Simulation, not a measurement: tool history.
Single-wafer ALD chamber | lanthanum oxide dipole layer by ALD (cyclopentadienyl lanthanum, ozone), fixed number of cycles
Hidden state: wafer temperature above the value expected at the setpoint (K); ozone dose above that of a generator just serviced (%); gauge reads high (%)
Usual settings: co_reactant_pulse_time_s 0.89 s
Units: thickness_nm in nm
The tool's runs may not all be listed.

| run | day | co_reactant_pulse_time_s | wafers since the last listed run | hours since the last thermocouple change | hours since the last ozone generator service | hours since the showerhead was replaced | hours since the gauge calibration | read-back reference wafer on the same gauge, thickness_nm | thickness_nm |
|---|---|---|---|---|---|---|---|---|---|
| 1 | 0.000 | 0.97 | 0 | 757.5 | 159.3 | 7330.5 | 221.9 | 0.450 | 0.501 |
| 2 | 1.442 | 0.89 | 503 | 792.1 | 193.9 | 7365.1 | 256.5 | 0.449 | 0.486 |
| 3 | 2.446 | 0.89 | 350 | 816.2 | 218.0 | 7389.2 | 280.6 | 0.450 | 0.487 |
| 4 | 3.233 | 0.89 | 274 | 835.1 | 236.9 | 7408.1 | 299.5 | 0.450 | 0.486 |
| 5 | 3.779 | 0.89 | 190 | 848.2 | 250.0 | 7421.2 | 312.6 | 0.450 | 0.486 |
| 6 | 4.417 | 0.65 | 222 | 863.5 | 265.3 | 7436.5 | 327.9 | 0.450 | 0.444 |
| 7 | 5.188 | 0.63 | 269 | 882.0 | 283.8 | 7455.0 | 346.4 | 0.450 | 0.440 |
| 8 | 6.346 | 0.63 | 404 | 909.8 | 311.6 | 7482.8 | 374.2 | 0.450 | 0.440 |
| 9 | 7.342 | 0.63 | 347 | 933.7 | 335.5 | 7506.7 | 398.1 | 0.450 | 0.439 |
| 10 | 7.975 | 0.77 | 221 | 948.9 | 350.7 | 7521.9 | 413.3 | 0.450 | 0.464 |
| 11 | 8.629 | 0.77 | 228 | 964.6 | 366.4 | 7537.6 | 429.0 | 0.450 | 0.464 |
| 12 | 10.938 | 0.77 | 805 | 1020.0 | 421.8 | 7593.0 | 484.4 | 0.450 | 0.464 |
| 13 | 11.954 | 1.18 | 354 | 1044.4 | 446.2 | 7617.4 | 508.8 | 0.450 | 0.518 |
|  | 13.008 | showerhead replaced |
|  | 13.088 | thermocouple changed; heater temperature recalibrated |
| 14 | 13.108 | 0.98 | 259 | 0.5 | 473.9 | 2.4 | 536.5 | 0.450 | 0.493 |
|  | 14.867 | gauge calibrated |
|  | 16.488 | ozone generator serviced |
| 15 | 16.908 | 0.70 | 1209 | 91.7 | 10.1 | 93.6 | 49.0 | 0.450 | 0.459 |
| 16 | 17.700 | 1.12 | 276 | 110.7 | 29.1 | 112.6 | 68.0 | 0.450 | 0.517 |
| 17 | 18.942 | 0.61 | 433 | 140.5 | 58.9 | 142.4 | 97.8 | 0.449 | 0.437 |
| 18 | 19.471 | 0.73 | 184 | 153.2 | 71.6 | 155.1 | 110.5 | 0.450 | 0.463 |
| 19 | 20.633 | 1.24 | 405 | 181.1 | 99.5 | 183.0 | 138.4 | 0.450 | 0.527 |
| 20 | 22.050 | 0.89 | 494 | 215.1 | 133.5 | 217.0 | 172.4 | 0.450 | 0.488 |
| 21 | 23.392 | 0.71 | 468 | 247.3 | 165.7 | 249.2 | 204.6 | 0.450 | 0.458 |
| 22 | 24.571 | 0.71 | 411 | 275.6 | 194.0 | 277.5 | 232.9 | 0.450 | 0.454 |
| 23 | 25.296 | 0.66 | 253 | 293.0 | 211.4 | 294.9 | 250.3 | 0.450 | 0.447 |
| 24 | 26.112 | 1.02 | 285 | 312.6 | 231.0 | 314.5 | 269.9 | 0.450 | 0.502 |
| 25 | 27.204 | 1.21 | 381 | 338.8 | 257.2 | 340.7 | 296.1 | 0.450 | 0.523 |

4 ways to go on from here, each from the tool as it stands after run 25. What would each give?
| A | 27.221 | 0.89 | 5 | 339.2 | 257.6 | 341.1 | 296.5 | ? | ? |
| B | 27.221 | 0.79 | 5 | 339.2 | 257.6 | 341.1 | 296.5 | ? | ? |
| C | 27.221 | 0.76 | 5 | 339.2 | 257.6 | 341.1 | 296.5 | ? | ? |
| D | 27.221 | 1.09 | 5 | 339.2 | 257.6 | 341.1 | 296.5 | ? | ? |

| run | read-back reference wafer on the same gauge, thickness_nm | thickness_nm |
|---|---|---|
| A | 0.450 | 0.485 |
| B | 0.450 | 0.469 |
| C | 0.450 | 0.464 |
| D | 0.450 | 0.510 |
Without the tool's hidden state the same runs would have given:
| run | thickness_nm |
|---|---|
| A | 0.494 |
| B | 0.479 |
| C | 0.474 |
| D | 0.519 |
